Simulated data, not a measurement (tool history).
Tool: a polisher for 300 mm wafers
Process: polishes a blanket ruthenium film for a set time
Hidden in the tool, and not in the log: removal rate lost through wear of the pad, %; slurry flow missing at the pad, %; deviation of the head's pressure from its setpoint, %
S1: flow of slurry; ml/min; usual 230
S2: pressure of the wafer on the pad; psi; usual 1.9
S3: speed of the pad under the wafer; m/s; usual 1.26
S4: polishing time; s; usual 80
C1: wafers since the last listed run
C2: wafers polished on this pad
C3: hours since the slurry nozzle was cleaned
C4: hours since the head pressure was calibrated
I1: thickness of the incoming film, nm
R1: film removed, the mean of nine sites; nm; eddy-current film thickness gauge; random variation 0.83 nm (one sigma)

run	hour	S1	S2	S3	S4	C1	C2	C3	C4	I1	R1
1	0	230	1.9	1.26	80	0	95	392.2	680.7	338.1	75.8
2	15.9	230	1.9	1.26	80	141	236	408.1	696.6	344.3	75
3	29	230	1.9	1.26	80	116	353	421.2	709.7	339.4	75.6
4	41.5	230	1.9	1.26	74	111	464	433.7	722.2	342.7	69
5	57.5	230	1.9	1.26	74	142	606	449.7	738.2	340	68.4
6	64.1	230	1.9	1.26	74	58	664	456.3	744.8	341	68.9
7	73.9	245	1.9	1.46	80	87	751	466.1	754.6	336.9	88.4
# hour 81.5: slurry nozzle cleaned
8	90.9	245	1.9	1.46	80	142	894	9.4	771.6	340.2	97.6
9	99.4	245	1.9	1.46	80	75	969	17.9	780.1	340.4	96.8
10	116.8	230	1.3	1.44	105	154	1124	35.3	797.5	335.7	84.4
# hour 121.5: head pressure recalibrated
11	123.1	230	1.9	1.26	80	38	1162	41.6	1.6	342.5	93.2
# hour 135.5: worn pad replaced by a new one
12	138.9	230	1.9	1.26	80	104	30	57.4	17.4	335.7	93.1
13	150.7	230	1.9	1.26	80	104	135	69.2	29.2	340.4	92.4
14	165.3	230	2.4	1.26	80	129	265	83.8	43.8	340.1	116.2
15	174.4	230	2.4	0.92	63	80	345	92.9	52.9	335.7	67.1
16	183.4	185	2.5	1.02	53	79	425	101.9	61.9	340.8	61.6
17	200.7	195	2.2	1.26	99	153	579	119.2	79.2	333.9	124.3
18	217.3	155	1.9	1.26	54	147	726	135.8	95.8	339.7	56
19	230.9	170	1.3	1.26	80	120	847	149.4	109.4	341	57.9

Hidden state or all else? Some run-to-run changes of R1, split into what the settings, what came in and random variation would give without the hidden state, and what is left for the hidden state (with any gauge scatter that isn't in both results):
Run 7 -> 8: slurry nozzle cleaned. R1 +9.2 nm: hidden state +11.9, all else -2.7.
Run 17 -> 18: S1 195 -> 155, S2 2.2 -> 1.9, S4 99 -> 54. R1 -68.3 nm: hidden state +2.2, all else -70.5.

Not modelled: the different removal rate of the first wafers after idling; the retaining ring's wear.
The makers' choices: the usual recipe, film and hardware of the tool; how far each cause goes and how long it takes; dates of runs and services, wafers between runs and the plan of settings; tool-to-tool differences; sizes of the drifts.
